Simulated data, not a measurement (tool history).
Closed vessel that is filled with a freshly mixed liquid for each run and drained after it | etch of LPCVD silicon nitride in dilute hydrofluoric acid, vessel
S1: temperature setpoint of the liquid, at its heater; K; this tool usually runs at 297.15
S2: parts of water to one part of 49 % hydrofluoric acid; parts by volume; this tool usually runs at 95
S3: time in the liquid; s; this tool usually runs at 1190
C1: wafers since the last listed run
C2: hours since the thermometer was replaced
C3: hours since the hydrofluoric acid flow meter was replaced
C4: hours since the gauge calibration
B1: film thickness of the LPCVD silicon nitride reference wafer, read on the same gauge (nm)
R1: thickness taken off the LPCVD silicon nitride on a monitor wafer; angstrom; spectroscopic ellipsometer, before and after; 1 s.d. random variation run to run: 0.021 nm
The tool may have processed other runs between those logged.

run    hour      S1   S2    S3     C1     C2     C3      C4      B1     R1
  1       0  297.15  125  1190      0  668.7  634.2  1655.5  100.01   47.2
      112.4  -- thermometer replaced
  2   117.8  297.15  125  1190   6095    5.4    752  1773.3   99.95   47.6
      153.8  -- hydrofluoric acid flow meter replaced
  3   169.7  297.15   95  1190   2656   57.3   15.9  1825.2     100   64.1
  4   415.5  297.15   95  1190  12827  303.1  261.7    2071   99.96   63.7
  5   473.7  297.15   95  1190   3037  361.3  319.9  2129.2     100   63.6
  6   538.7  294.15   95  1190   3392  426.3  384.9  2194.2     100   51.6
  7   616.2  294.15   95  1190   4044  503.8  462.4  2271.7  100.03   51.5
  8   657.7  297.15   95  1190   2165  545.3  503.9  2313.2  100.04   62.5
  9   748.3  297.15   95  1190   4728  635.9  594.5  2403.8     100   62.5
      755.8  -- thermometer replaced
 10   808.1  297.15   95  1190   3068   52.3  654.3  2463.6  100.02   62.1
 11   862.1  297.15   95  1190   2818  106.3  708.3  2517.6   99.98     62
 12   905.2  297.15   95   945   2249  149.4  751.4  2560.7  100.01   49.1
      971.4  -- hydrofluoric acid flow meter replaced
 13     981  297.15   95  1190   3903  225.2    9.6  2636.5   99.98   64.3
 14  1086.8  299.15   95  1190   5521    331  115.4  2742.3  100.07   73.1
     1100.5  -- gauge calibrated
 15  1175.3  298.65   95  1790   4618  419.5  203.9    74.8   99.98  105.2
 16  1232.9  301.15   95  1190   3005  477.1  261.5   132.4   99.98   82.4
 17  1337.8  297.15   95  1190   5474    582  366.4   237.3     100   62.9
     1407.9  -- thermometer replaced
 18  1441.8  299.65  125  1565   5375   33.9  470.4   341.3  100.01   74.1
 19  1540.3  297.15   95  1190   5140  132.4  568.9   439.8  100.01   62.4
 20  1628.4  294.65   75   830   4597  220.5    657   527.9  100.02   46.3
 21  1721.8  297.15   95  1190   4874  313.9  750.4   621.3     100   61.9
       1767  -- hydrofluoric acid flow meter replaced
 22    1772  297.15  135  1525   2567  364.1      5   671.5  100.03   58.1
 23  1836.1  297.15   95  1445   3345  428.2   69.1   735.6  100.02   77.9
 24  1937.3  293.65   95  1780   5281  529.4  170.3   836.8   99.99   75.5
 25  1984.1  298.15   95  1190   2442  576.2  217.1   883.6  100.03   67.9
     2027.3  -- thermometer replaced
 26  2043.1  297.15   55   860   3026   15.8  276.1   942.6  100.03   78.3
 27  2147.3  293.65  135  1760   5437    120  380.3  1046.8  100.03   52.3
 28  2236.2  294.15   95  1550   4639  208.9  469.2  1135.7  100.03   66.9
 29  2317.6  302.15  120  1190   4248  290.3  550.6  1217.1  100.01   67.8
 30  2376.1  297.15  120  1605   3052  348.8  609.1  1275.6   99.96   66.8
     2394.6  -- hydrofluoric acid flow meter replaced
 31  2461.3  297.15   95  1190   4394    434   66.7  1360.8   99.99   64.2
 32  2551.9  297.15   95   935   4728  524.6  157.3  1451.4   99.99   50.2

Subtracting, for every run, the result it would have given without the tool's unlogged condition from the measured result gives the following. The same run-to-run variation enters both numbers; the gauge's scatter may not:
Hidden state at play: liquid hotter than its thermometer reads (K); hydrofluoric acid flow below the setpoint (%); gauge reads high (%).
run    R1
  1  -1.6
  2  -1.9
  3  -0.2
  4  -0.9
  5  -1.2
  6  -1.1
  7  -1.3
  8  -1.7
  9    -2
 10  -2.2
 11  -2.4
 12    -2
 13  -0.2
 14  -0.6
 15  -1.4
 16  -1.3
 17  -1.3
 18    -2
 19    -2
 20  -1.7
 21  -2.6
 22  -0.3
 23  -0.5
 24  -0.9
 25    -1
 26  -1.4
 27  -1.2
 28  -1.8
 29  -2.2
 30  -2.4
 31  -0.4
 32  -0.5

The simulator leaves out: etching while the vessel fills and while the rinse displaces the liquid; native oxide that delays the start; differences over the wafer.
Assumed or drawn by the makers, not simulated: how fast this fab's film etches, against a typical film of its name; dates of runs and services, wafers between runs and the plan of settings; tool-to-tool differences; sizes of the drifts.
